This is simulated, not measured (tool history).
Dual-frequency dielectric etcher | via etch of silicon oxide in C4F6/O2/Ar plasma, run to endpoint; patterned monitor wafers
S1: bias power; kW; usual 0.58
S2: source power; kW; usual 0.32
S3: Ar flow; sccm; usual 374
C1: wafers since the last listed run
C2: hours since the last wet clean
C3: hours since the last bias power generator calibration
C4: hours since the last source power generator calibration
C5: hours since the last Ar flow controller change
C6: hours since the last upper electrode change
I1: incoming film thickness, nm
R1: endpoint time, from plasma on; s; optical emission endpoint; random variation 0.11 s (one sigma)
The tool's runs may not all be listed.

run,hour,S1,S2,S3,C1,C2,C3,C4,C5,C6,I1,R1
1,0,0.58,0.32,396,0,127.5,2887.9,1422,4473.4,4933.4,148.3,34.4
2,36.6,0.58,0.32,374,629,164.1,2924.5,1458.6,4510,4970,147.1,33.8
3,85.2,0.58,0.32,374,836,212.7,2973.1,1507.2,4558.6,5018.6,147.4,34.1
4,113.7,0.58,0.32,374,490,241.2,3001.6,1535.7,4587.1,5047.1,148.7,34.1
5,157.9,0.58,0.29,374,760,285.4,3045.8,1579.9,4631.3,5091.3,149,35.2
6,211.4,0.58,0.32,374,920,338.9,3099.3,1633.4,4684.8,5144.8,148.6,34
7,256.4,0.482,0.39,374,774,383.9,3144.3,1678.4,4729.8,5189.8,148.3,33.8
8,296.4,0.58,0.32,288,688,423.9,3184.3,1718.4,4769.8,5229.8,146.7,32.6
# hour 336.1: upper electrode replaced
9,357,0.456,0.36,313,629,484.5,3244.9,1779,4830.4,20.9,148.8,34.5
# hour 385.3: source power generator calibrated
10,385.8,0.685,0.32,374,426,513.3,3273.7,0.5,4859.2,49.7,149.4,33.1
11,411.2,0.452,0.38,319,436,538.7,3299.1,25.9,4884.6,75.1,148.1,34.4
12,477.7,0.456,0.36,313,1143,605.2,3365.6,92.4,4951.1,141.6,146.6,34.4
# hour 543: wet clean of the chamber
13,543.5,0.58,0.32,374,719,0.5,3431.4,158.2,5016.9,207.4,149,34.6
14,584.5,0.58,0.32,374,705,41.5,3472.4,199.2,5057.9,248.4,146.9,34
# hour 606.9: Ar flow controller replaced
15,620.3,0.58,0.32,374,512,77.3,3508.2,235,13.4,284.2,148,34.2
16,668.6,0.58,0.32,374,830,125.6,3556.5,283.3,61.7,332.5,146,33.6
# hour 692.9: bias power generator calibrated
17,732.4,0.715,0.32,331,1028,189.4,39.5,347.1,125.5,396.3,147.7,32
18,775.9,0.58,0.32,374,748,232.9,83,390.6,169,439.8,148.5,34.9
19,832.1,0.58,0.32,374,966,289.1,139.2,446.8,225.2,496,147.8,34.8
20,880.2,0.58,0.32,410,827,337.2,187.3,494.9,273.3,544.1,147.7,35.3
21,946.8,0.58,0.32,374,1145,403.8,253.9,561.5,339.9,610.7,147.4,34.7
22,993.9,0.58,0.32,374,810,450.9,301,608.6,387,657.8,148.7,34.8
23,1043,0.58,0.32,438,844,500,350.1,657.7,436.1,706.9,146.9,35.1
24,1103.8,0.489,0.3,402,1045,560.8,410.9,718.5,496.9,767.7,148.9,38
25,1130.3,0.58,0.32,403,455,587.3,437.4,745,523.4,794.2,149.7,35.2
# hour 1163.8: wet clean of the chamber
26,1198.7,0.702,0.32,374,763,34.9,505.8,813.4,591.8,862.6,147.4,32.5
27,1261.9,0.58,0.32,374,1087,98.1,569,876.6,655,925.8,147,34.5
28,1288.4,0.442,0.32,374,455,124.6,595.5,903.1,681.5,952.3,148.5,37.7
29,1327.1,0.58,0.34,285,665,163.3,634.2,941.8,720.2,991,149.1,33
30,1359.3,0.637,0.38,374,553,195.5,666.4,974,752.4,1023.2,148.9,32.1

Some steps in R1 between neighbouring runs. How much of each would the tool show without its hidden state too (settings, what came in, random variation), and how much is left for the hidden state, with any gauge scatter that isn't in both results?
The hidden state here: etch rate over this chamber's usual, %; bias power that arrives over what is set, %; source power that arrives over what is set, %; Ar flow that arrives over what is set, %.
Run 8 -> 9: S1 0.58 -> 0.456, S2 0.32 -> 0.36, S3 288 -> 313, upper electrode replaced. R1 +1.9 s: hidden state -0.2, all else +2.1.
Run 9 -> 10: S1 0.456 -> 0.685, S2 0.36 -> 0.32, S3 313 -> 374, source power generator calibrated. R1 -1.4 s: hidden state +0.7, all else -2.1.
Run 16 -> 17: S1 0.58 -> 0.715, S3 374 -> 331, bias power generator calibrated. R1 -1.6 s: hidden state +0.7, all else -2.3.
Run 17 -> 18: S1 0.715 -> 0.58, S3 331 -> 374. R1 +2.9 s: hidden state +0, all else +2.9.
Run 27 -> 28: S1 0.58 -> 0.442. R1 +3.2 s: hidden state -0.1, all else +3.3.
Run 28 -> 29: S1 0.442 -> 0.58, S2 0.32 -> 0.34, S3 374 -> 285. R1 -4.7 s: hidden state +0, all else -4.7.

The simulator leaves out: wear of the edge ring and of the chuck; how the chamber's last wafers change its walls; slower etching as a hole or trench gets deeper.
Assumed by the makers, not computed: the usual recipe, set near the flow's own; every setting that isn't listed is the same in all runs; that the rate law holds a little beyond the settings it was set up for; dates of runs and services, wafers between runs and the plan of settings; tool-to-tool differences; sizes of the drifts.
